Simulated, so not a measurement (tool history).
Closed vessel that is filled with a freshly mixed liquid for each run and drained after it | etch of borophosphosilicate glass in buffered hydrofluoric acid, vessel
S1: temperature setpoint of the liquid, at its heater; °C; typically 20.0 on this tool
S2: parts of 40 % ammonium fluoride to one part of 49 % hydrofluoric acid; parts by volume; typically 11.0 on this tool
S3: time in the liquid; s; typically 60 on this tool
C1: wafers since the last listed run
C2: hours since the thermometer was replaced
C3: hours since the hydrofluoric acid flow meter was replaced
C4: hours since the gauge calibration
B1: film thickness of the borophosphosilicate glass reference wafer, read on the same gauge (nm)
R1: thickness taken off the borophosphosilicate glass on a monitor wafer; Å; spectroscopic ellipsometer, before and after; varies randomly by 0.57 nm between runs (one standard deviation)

| run | hour | S1 | S2 | S3 | C1 | C2 | C3 | C4 | B1 | R1 |
|---|---|---|---|---|---|---|---|---|---|---|
| 1 | 0.0 | 20.0 | 11.0 | 60 | 0 | 447.0 | 448.9 | 464.6 | 60.00 | 774.1 |
| 2 | 98.3 | 20.0 | 11.0 | 60 | 11711 | 545.3 | 547.2 | 562.9 | 60.01 | 783.1 |
| 3 | 187.3 | 20.0 | 11.0 | 50 | 10603 | 634.3 | 636.2 | 651.9 | 60.03 | 634.4 |
| 4 | 228.6 | 20.0 | 11.0 | 50 | 4920 | 675.6 | 677.5 | 693.2 | 59.98 | 646.8 |
| 5 | 344.8 | 20.0 | 11.0 | 50 | 13844 | 791.8 | 793.7 | 809.4 | 59.99 | 642.4 |
| 6 | 424.7 | 23.0 | 11.0 | 60 | 9519 | 871.7 | 873.6 | 889.3 | 60.02 | 906.8 |
| 7 | 469.9 | 23.0 | 11.0 | 60 | 5385 | 916.9 | 918.8 | 934.5 | 59.99 | 896.9 |
| 8 | 551.8 | 20.0 | 11.0 | 60 | 9757 | 998.8 | 1000.7 | 1016.4 | 59.99 | 761.9 |
| 9 | 650.2 | 20.0 | 8.5 | 60 | 11723 | 1097.2 | 1099.1 | 1114.8 | 59.94 | 968.9 |
| 10 | 712.3 | 20.0 | 11.0 | 60 | 7398 | 1159.3 | 1161.2 | 1176.9 | 59.99 | 762.3 |
| 11 | 754.9 | 20.0 | 11.0 | 60 | 5075 | 1201.9 | 1203.8 | 1219.5 | 60.06 | 760.2 |
| 12 | 832.1 | 20.0 | 11.0 | 60 | 9197 | 1279.1 | 1281.0 | 1296.7 | 60.02 | 756.4 |
| 13 | 894.3 | 20.0 | 14.5 | 85 | 7410 | 1341.3 | 1343.2 | 1358.9 | 59.99 | 815.1 |
| 14 | 960.1 | 17.0 | 7.5 | 60 | 7839 | 1407.1 | 1409.0 | 1424.7 | 60.04 | 905.5 |
|  | 982.1 | hydrofluoric acid flow meter replaced |
|  | 1004.9 | thermometer replaced |
| 15 | 1026.0 | 17.0 | 13.5 | 35 | 7613 | 21.1 | 43.9 | 1490.6 | 60.03 | 319.4 |
| 16 | 1133.6 | 20.0 | 6.5 | 35 | 12819 | 128.7 | 151.5 | 1598.2 | 59.98 | 761.4 |
|  | 1168.6 | gauge calibrated |
| 17 | 1179.4 | 24.0 | 9.0 | 85 | 5456 | 174.5 | 197.3 | 10.8 | 60.01 | 1631.5 |
| 18 | 1280.3 | 20.0 | 11.0 | 60 | 12021 | 275.4 | 298.2 | 111.7 | 59.99 | 776.7 |
| 19 | 1342.8 | 20.0 | 11.0 | 60 | 7446 | 337.9 | 360.7 | 174.2 | 60.00 | 772.7 |
| 20 | 1438.7 | 21.5 | 8.0 | 75 | 11425 | 433.8 | 456.6 | 270.1 | 59.98 | 1406.8 |
| 21 | 1533.0 | 20.0 | 9.0 | 60 | 11234 | 528.1 | 550.9 | 364.4 | 59.99 | 922.3 |
| 22 | 1632.8 | 20.0 | 11.0 | 60 | 11890 | 627.9 | 650.7 | 464.2 | 59.99 | 779.4 |
| 23 | 1669.8 | 20.0 | 11.0 | 60 | 4408 | 664.9 | 687.7 | 501.2 | 60.00 | 778.9 |
| 24 | 1768.5 | 20.0 | 11.0 | 50 | 11759 | 763.6 | 786.4 | 599.9 | 59.99 | 650.8 |

A few steps of R1 between consecutive runs. Split each: what settings, incoming material and random variation would produce without the hidden state, and what is left over for the hidden state, along with gauge scatter present in only one of the two compared results (measured, and without hidden state):
Hidden conditions of the tool in this case: liquid hotter than its thermometer reads (K); hydrofluoric acid flow below the setpoint (%); gauge reads high (%).
Run 14 -> 15: S2 7.5 -> 13.5, S3 60 -> 35, hydrofluoric acid flow meter replaced, thermometer replaced. R1 -586.1 Å: hidden state +55.9, all else -642.0.
Run 16 -> 17: S1 20.0 -> 24.0, S2 6.5 -> 9.0, S3 35 -> 85, gauge calibrated. R1 +870.1 Å: hidden state -0.4, all else +870.5.
Run 17 -> 18: S1 24.0 -> 20.0, S2 9.0 -> 11.0, S3 85 -> 60. R1 -854.8 Å: hidden state -4.1, all else -850.7.
Run 20 -> 21: S1 21.5 -> 20.0, S2 8.0 -> 9.0, S3 75 -> 60. R1 -484.5 Å: hidden state +26.9, all else -511.4.

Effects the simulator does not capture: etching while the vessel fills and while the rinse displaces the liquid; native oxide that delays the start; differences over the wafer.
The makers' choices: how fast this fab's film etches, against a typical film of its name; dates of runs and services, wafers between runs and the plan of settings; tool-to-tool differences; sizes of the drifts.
